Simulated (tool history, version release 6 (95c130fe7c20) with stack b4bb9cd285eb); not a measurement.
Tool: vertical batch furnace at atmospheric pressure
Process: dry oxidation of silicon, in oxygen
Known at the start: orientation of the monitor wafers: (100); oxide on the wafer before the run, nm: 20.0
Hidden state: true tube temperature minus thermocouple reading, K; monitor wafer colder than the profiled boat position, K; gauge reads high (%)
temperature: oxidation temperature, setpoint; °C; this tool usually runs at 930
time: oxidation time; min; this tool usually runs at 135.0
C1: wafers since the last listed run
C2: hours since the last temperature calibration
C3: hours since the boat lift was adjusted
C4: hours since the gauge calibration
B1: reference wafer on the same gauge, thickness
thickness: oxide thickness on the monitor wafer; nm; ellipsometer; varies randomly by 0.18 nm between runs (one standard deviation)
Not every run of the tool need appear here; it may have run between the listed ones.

Run 1, hour 0.0: usual settings but temperature 919 °C; C1 0; C2 4559.0; C3 216.1; C4 569.1; B1 58.59. Result: thickness 49.29 nm.
Run 2, hour 27.6: usual settings but temperature 919 °C; C1 350; C2 4586.6; C3 243.7; C4 596.7; B1 58.67. Result: thickness 49.43 nm.
Run 3, hour 62.0: usual settings but temperature 919 °C; C1 437; C2 4621.0; C3 278.1; C4 631.1; B1 58.77. Result: thickness 49.23 nm.
Run 4, hour 234.5: usual settings; C1 2193; C2 4793.5; C3 450.6; C4 803.6; B1 58.72. Result: thickness 53.92 nm.
Run 5, hour 267.9: usual settings; C1 424; C2 4826.9; C3 484.0; C4 837.0; B1 58.74. Result: thickness 54.34 nm.
Run 6, hour 305.2: usual settings; C1 474; C2 4864.2; C3 521.3; C4 874.3; B1 58.79. Result: thickness 54.30 nm.
Run 7, hour 334.4: usual settings but time 117.5 min; C1 371; C2 4893.4; C3 550.5; C4 903.5; B1 58.79. Result: thickness 50.50 nm.
Run 8, hour 386.7: usual settings but time 117.5 min; C1 664; C2 4945.7; C3 602.8; C4 955.8; B1 58.78. Result: thickness 50.05 nm.
Run 9, hour 447.7: usual settings but time 117.5 min; C1 775; C2 5006.7; C3 663.8; C4 1016.8; B1 58.90. Result: thickness 50.17 nm.
Run 10, hour 494.8: usual settings but temperature 936 °C, time 179.5 min; C1 598; C2 5053.8; C3 710.9; C4 1063.9; B1 58.86. Result: thickness 67.90 nm.
Run 11, hour 522.7: usual settings but temperature 936 °C, time 179.5 min; C1 354; C2 5081.7; C3 738.8; C4 1091.8; B1 58.88. Result: thickness 67.54 nm.
Run 12, hour 592.5: usual settings but temperature 923 °C; C1 887; C2 5151.5; C3 808.6; C4 1161.6; B1 58.92. Result: thickness 51.04 nm.
At hour 681.4: thermocouples replaced and temperature profile calibrated.
Run 13, hour 681.9: usual settings but temperature 923 °C; C1 831; C2 0.5; C3 898.0; C4 1251.0; B1 58.99. Result: thickness 50.99 nm.
Run 14, hour 714.7: usual settings but temperature 924 °C; C1 417; C2 33.3; C3 930.8; C4 1283.8; B1 58.92. Result: thickness 51.68 nm.
Run 15, hour 930.6: usual settings but temperature 924 °C; C1 2744; C2 249.2; C3 1146.7; C4 1499.7; B1 59.06. Result: thickness 51.61 nm.
Run 16, hour 991.4: usual settings but temperature 924 °C; C1 772; C2 310.0; C3 1207.5; C4 1560.5; B1 59.19. Result: thickness 51.73 nm.
Run 17, hour 1017.6: usual settings; C1 333; C2 336.2; C3 1233.7; C4 1586.7; B1 59.09. Result: thickness 54.68 nm.
Run 18, hour 1042.1: usual settings but temperature 941 °C; C1 311; C2 360.7; C3 1258.2; C4 1611.2; B1 59.08. Result: thickness 59.64 nm.
Run 19, hour 1103.4: usual settings but temperature 944 °C, time 191.0 min; C1 779; C2 422.0; C3 1319.5; C4 1672.5; B1 59.12. Result: thickness 75.36 nm.
At hour 1225.4: boat lift adjusted.
Run 20, hour 1305.9: usual settings but temperature 913 °C, time 196.0 min; C1 2269; C2 624.5; C3 80.5; C4 1875.0; B1 59.22. Result: thickness 58.39 nm.
Run 21, hour 1376.8: usual settings but temperature 923 °C, time 105.0 min; C1 901; C2 695.4; C3 151.4; C4 1945.9; B1 59.25. Result: thickness 45.30 nm.
Run 22, hour 1423.7: usual settings; C1 596; C2 742.3; C3 198.3; C4 1992.8; B1 59.25. Result: thickness 54.72 nm.
Run 23, hour 1523.8: usual settings but time 200.5 min; C1 1272; C2 842.4; C3 298.4; C4 2092.9; B1 59.36. Result: thickness 68.69 nm.
Run 24, hour 1559.4: usual settings but time 88.5 min; C1 452; C2 878.0; C3 334.0; C4 2128.5; B1 59.27. Result: thickness 43.77 nm.
Run 25, hour 1605.3: usual settings but temperature 911 °C, time 95.5 min; C1 583; C2 923.9; C3 379.9; C4 2174.4; B1 59.37. Result: thickness 39.63 nm.
Run 26, hour 1646.9: usual settings but temperature 914 °C, time 101.0 min; C1 528; C2 965.5; C3 421.5; C4 2216.0; B1 59.34. Result: thickness 41.77 nm.
Run 27, hour 1680.8: usual settings but temperature 920 °C; C1 430; C2 999.4; C3 455.4; C4 2249.9; B1 59.38. Result: thickness 50.24 nm.
At hour 1726.1: gauge calibrated.
Run 28, hour 1748.3: usual settings but temperature 937 °C, time 96.0 min; C1 858; C2 1066.9; C3 522.9; C4 22.2; B1 58.41. Result: thickness 47.66 nm.
Run 29, hour 1808.0: usual settings; C1 759; C2 1126.6; C3 582.6; C4 81.9; B1 58.46. Result: thickness 54.19 nm.
Run 30, hour 1852.4: usual settings but temperature 948 °C, time 101.0 min; C1 564; C2 1171.0; C3 627.0; C4 126.3; B1 58.38. Result: thickness 52.59 nm.
Run 31, hour 1889.0: usual settings but time 177.0 min; C1 465; C2 1207.6; C3 663.6; C4 162.9; B1 58.47. Result: thickness 62.75 nm.
Run 32, hour 1955.3: usual settings but temperature 946 °C, time 100.0 min; C1 842; C2 1273.9; C3 729.9; C4 229.2; B1 58.53. Result: thickness 51.76 nm.
Run 33, hour 2007.4: usual settings but temperature 912 °C; C1 662; C2 1326.0; C3 782.0; C4 281.3; B1 58.48. Result: thickness 46.43 nm.
Run 34, hour 2066.4: usual settings; C1 750; C2 1385.0; C3 841.0; C4 340.3; B1 58.52. Result: thickness 53.97 nm.
Run 35, hour 2101.1: usual settings but time 176.5 min; C1 441; C2 1419.7; C3 875.7; C4 375.0; B1 58.50. Result: thickness 63.35 nm.
Run 36, hour 2152.6: usual settings but temperature 955 °C, time 101.5 min; C1 654; C2 1471.2; C3 927.2; C4 426.5; B1 58.62. Result: thickness 55.56 nm.
Run 37, hour 2209.6: usual settings but temperature 923 °C, time 105.0 min; C1 724; C2 1528.2; C3 984.2; C4 483.5; B1 58.60. Result: thickness 44.69 nm.

What if the next run were any one of these 3? Each begins from the tool's condition after run 37:
Run A, hour 2216.6: usual settings but time 179.5 min; C1 88; C2 1535.2; C3 991.2; C4 490.5; B1 ?. Result: thickness ?.
Run B, hour 2216.6: usual settings but temperature 919 °C, time 193.5 min; C1 88; C2 1535.2; C3 991.2; C4 490.5; B1 ?. Result: thickness ?.
Run C, hour 2216.6: usual settings but temperature 921 °C; C1 88; C2 1535.2; C3 991.2; C4 490.5; B1 ?. Result: thickness ?.

run     B1  thickness
  A  58.63      63.63
  B  58.63      60.20
  C  58.63      50.02
With no hidden state in the tool, these same runs would have given:
run  thickness
  A      63.27
  B      59.86
  C      49.73

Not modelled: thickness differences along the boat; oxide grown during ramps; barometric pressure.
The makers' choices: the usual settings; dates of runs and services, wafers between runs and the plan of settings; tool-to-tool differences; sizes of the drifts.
